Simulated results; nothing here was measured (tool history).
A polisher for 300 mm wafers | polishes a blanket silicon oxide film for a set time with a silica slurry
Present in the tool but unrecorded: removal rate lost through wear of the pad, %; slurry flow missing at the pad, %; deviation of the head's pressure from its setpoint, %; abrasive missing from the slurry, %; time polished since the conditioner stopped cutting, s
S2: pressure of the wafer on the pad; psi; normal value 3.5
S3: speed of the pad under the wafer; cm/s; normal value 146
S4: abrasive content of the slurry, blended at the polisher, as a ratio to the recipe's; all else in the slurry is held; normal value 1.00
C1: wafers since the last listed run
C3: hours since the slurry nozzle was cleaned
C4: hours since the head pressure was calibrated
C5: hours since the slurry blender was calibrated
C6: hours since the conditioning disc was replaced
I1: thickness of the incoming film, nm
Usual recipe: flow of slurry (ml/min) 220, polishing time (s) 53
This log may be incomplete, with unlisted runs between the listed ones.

run 1 hour=0.0 | flow_of_slurry_(ml/min)=220 S2=3.5 S3=146 S4=1.00 polishing_time_(s)=53 | C1=0 wafers_polished_on_this_pad=76 C3=328.8 C4=1279.8 C5=75.7 C6=75.5 | I1=757.5 | film_removed_(angstrom)=1559
run 2 hour=15.6 | flow_of_slurry_(ml/min)=220 S2=3.5 S3=172 S4=1.00 polishing_time_(s)=53 | C1=214 wafers_polished_on_this_pad=291 C3=344.4 C4=1295.4 C5=91.3 C6=91.1 | I1=753.9 | film_removed_(angstrom)=1786
run 3 hour=23.3 | flow_of_slurry_(ml/min)=220 S2=3.5 S3=172 S4=1.00 polishing_time_(s)=53 | C1=106 wafers_polished_on_this_pad=398 C3=352.1 C4=1303.1 C5=99.0 C6=98.8 | I1=742.3 | film_removed_(angstrom)=1779
-- hour=32.7 slurry blender recalibrated
run 4 hour=34.4 | flow_of_slurry_(ml/min)=220 S2=3.5 S3=172 S4=1.00 polishing_time_(s)=53 | C1=125 wafers_polished_on_this_pad=523 C3=363.2 C4=1314.2 C5=1.7 C6=109.9 | I1=742.0 | film_removed_(angstrom)=1733
run 5 hour=50.6 | flow_of_slurry_(ml/min)=220 S2=3.5 S3=146 S4=1.00 polishing_time_(s)=53 | C1=223 wafers_polished_on_this_pad=746 C3=379.4 C4=1330.4 C5=17.9 C6=126.1 | I1=764.2 | film_removed_(angstrom)=1498
-- hour=55.3 worn pad replaced by a new one
run 6 hour=58.3 | flow_of_slurry_(ml/min)=220 S2=3.5 S3=146 S4=1.00 polishing_time_(s)=53 | C1=50 wafers_polished_on_this_pad=40 C3=387.1 C4=1338.1 C5=25.6 C6=133.8 | I1=748.1 | film_removed_(angstrom)=1427
run 7 hour=74.6 | flow_of_slurry_(ml/min)=220 S2=3.5 S3=146 S4=1.00 polishing_time_(s)=53 | C1=224 wafers_polished_on_this_pad=265 C3=403.4 C4=1354.4 C5=41.9 C6=150.1 | I1=761.1 | film_removed_(angstrom)=1404
-- hour=95.6 worn pad replaced by a new one, repeated, since the last time left the tool worse
run 8 hour=96.1 | flow_of_slurry_(ml/min)=220 S2=3.5 S3=146 S4=1.00 polishing_time_(s)=53 | C1=241 wafers_polished_on_this_pad=7 C3=424.9 C4=1375.9 C5=63.4 C6=171.6 | I1=745.7 | film_removed_(angstrom)=1595
run 9 hour=105.7 | flow_of_slurry_(ml/min)=220 S2=3.5 S3=146 S4=1.00 polishing_time_(s)=53 | C1=132 wafers_polished_on_this_pad=139 C3=434.5 C4=1385.5 C5=73.0 C6=181.2 | I1=752.3 | film_removed_(angstrom)=1559
run 10 hour=112.1 | flow_of_slurry_(ml/min)=220 S2=3.5 S3=146 S4=1.00 polishing_time_(s)=53 | C1=88 wafers_polished_on_this_pad=227 C3=440.9 C4=1391.9 C5=79.4 C6=187.6 | I1=760.4 | film_removed_(angstrom)=1575
run 11 hour=128.7 | flow_of_slurry_(ml/min)=220 S2=2.7 S3=146 S4=1.00 polishing_time_(s)=53 | C1=228 wafers_polished_on_this_pad=456 C3=457.5 C4=1408.5 C5=96.0 C6=204.2 | I1=743.0 | film_removed_(angstrom)=1318
run 12 hour=142.3 | flow_of_slurry_(ml/min)=220 S2=3.5 S3=146 S4=1.00 polishing_time_(s)=53 | C1=187 wafers_polished_on_this_pad=643 C3=471.1 C4=1422.1 C5=109.6 C6=217.8 | I1=753.5 | film_removed_(angstrom)=1529
-- hour=150.8 slurry nozzle cleaned
-- hour=152.5 worn pad replaced by a new one
run 13 hour=153.0 | flow_of_slurry_(ml/min)=245 S2=3.5 S3=184 S4=0.90 polishing_time_(s)=53 | C1=109 wafers_polished_on_this_pad=6 C3=2.2 C4=1432.8 C5=120.3 C6=228.5 | I1=754.7 | film_removed_(angstrom)=1787
-- hour=161.2 slurry blender recalibrated
run 14 hour=168.1 | flow_of_slurry_(ml/min)=220 S2=2.3 S3=190 S4=1.00 polishing_time_(s)=60 | C1=180 wafers_polished_on_this_pad=186 C3=17.3 C4=1447.9 C5=6.9 C6=243.6 | I1=743.4 | film_removed_(angstrom)=1637
run 15 hour=175.3 | flow_of_slurry_(ml/min)=220 S2=3.5 S3=146 S4=1.25 polishing_time_(s)=53 | C1=99 wafers_polished_on_this_pad=285 C3=24.5 C4=1455.1 C5=14.1 C6=250.8 | I1=764.8 | film_removed_(angstrom)=1763
-- hour=188.0 conditioning disc replaced and pad reconditioned
run 16 hour=190.8 | flow_of_slurry_(ml/min)=220 S2=3.2 S3=146 S4=0.90 polishing_time_(s)=53 | C1=185 wafers_polished_on_this_pad=471 C3=40.0 C4=1470.6 C5=29.6 C6=2.8 | I1=765.3 | film_removed_(angstrom)=1341
run 17 hour=198.1 | flow_of_slurry_(ml/min)=220 S2=3.5 S3=146 S4=1.00 polishing_time_(s)=37 | C1=100 wafers_polished_on_this_pad=572 C3=47.3 C4=1477.9 C5=36.9 C6=10.1 | I1=754.1 | film_removed_(angstrom)=1052
-- hour=207.2 head pressure recalibrated
run 18 hour=207.7 | flow_of_slurry_(ml/min)=220 S2=3.5 S3=176 S4=1.00 polishing_time_(s)=53 | C1=104 wafers_polished_on_this_pad=677 C3=56.9 C4=0.5 C5=46.5 C6=19.7 | I1=747.6 | film_removed_(angstrom)=1745
-- hour=216.2 worn pad replaced by a new one
run 19 hour=216.7 | flow_of_slurry_(ml/min)=220 S2=4.5 S3=146 S4=1.00 polishing_time_(s)=37 | C1=68 wafers_polished_on_this_pad=6 C3=65.9 C4=9.5 C5=55.5 C6=28.7 | I1=746.6 | film_removed_(angstrom)=1331
run 20 hour=264.2 | flow_of_slurry_(ml/min)=220 S2=3.5 S3=146 S4=0.90 polishing_time_(s)=53 | C1=654 wafers_polished_on_this_pad=661 C3=113.4 C4=57.0 C5=103.0 C6=76.2 | I1=736.5 | film_removed_(angstrom)=1370
-- hour=274.8 worn pad replaced by a new one
run 21 hour=275.3 | flow_of_slurry_(ml/min)=220 S2=3.5 S3=146 S4=0.85 polishing_time_(s)=53 | C1=97 wafers_polished_on_this_pad=6 C3=124.5 C4=68.1 C5=114.1 C6=87.3 | I1=753.0 | film_removed_(angstrom)=1378
run 22 hour=286.9 | flow_of_slurry_(ml/min)=220 S2=3.5 S3=146 S4=1.00 polishing_time_(s)=53 | C1=159 wafers_polished_on_this_pad=166 C3=136.1 C4=79.7 C5=125.7 C6=98.9 | I1=751.9 | film_removed_(angstrom)=1529

4 ways to go on from here, each from the tool as it stands after run 22. What would each give?
run A hour=287.3 | flow_of_slurry_(ml/min)=220 S2=3.5 S3=146 S4=1.00 polishing_time_(s)=53 | C1=5 wafers_polished_on_this_pad=171 C3=136.5 C4=80.1 C5=126.1 C6=99.3 | I1=748.4 | film_removed_(angstrom)=?
run B hour=287.3 | flow_of_slurry_(ml/min)=240 S2=2.4 S3=146 S4=1.00 polishing_time_(s)=39 | C1=5 wafers_polished_on_this_pad=171 C3=136.5 C4=80.1 C5=126.1 C6=99.3 | I1=748.4 | film_removed_(angstrom)=?
run C hour=287.3 | flow_of_slurry_(ml/min)=175 S2=3.5 S3=184 S4=1.15 polishing_time_(s)=53 | C1=5 wafers_polished_on_this_pad=171 C3=136.5 C4=80.1 C5=126.1 C6=99.3 | I1=748.4 | film_removed_(angstrom)=?
run D hour=287.3 | flow_of_slurry_(ml/min)=175 S2=3.5 S3=146 S4=1.00 polishing_time_(s)=53 | C1=5 wafers_polished_on_this_pad=171 C3=136.5 C4=80.1 C5=126.1 C6=99.3 | I1=748.4 | film_removed_(angstrom)=?

run=A film_removed_(angstrom)=1551
run=B film_removed_(angstrom)=904
run=C film_removed_(angstrom)=1969
run=D film_removed_(angstrom)=1498
With the hidden condition removed and each run's random variation left untouched, the same runs would have given:
run=A film_removed_(angstrom)=1586
run=B film_removed_(angstrom)=924
run=C film_removed_(angstrom)=2013
run=D film_removed_(angstrom)=1532
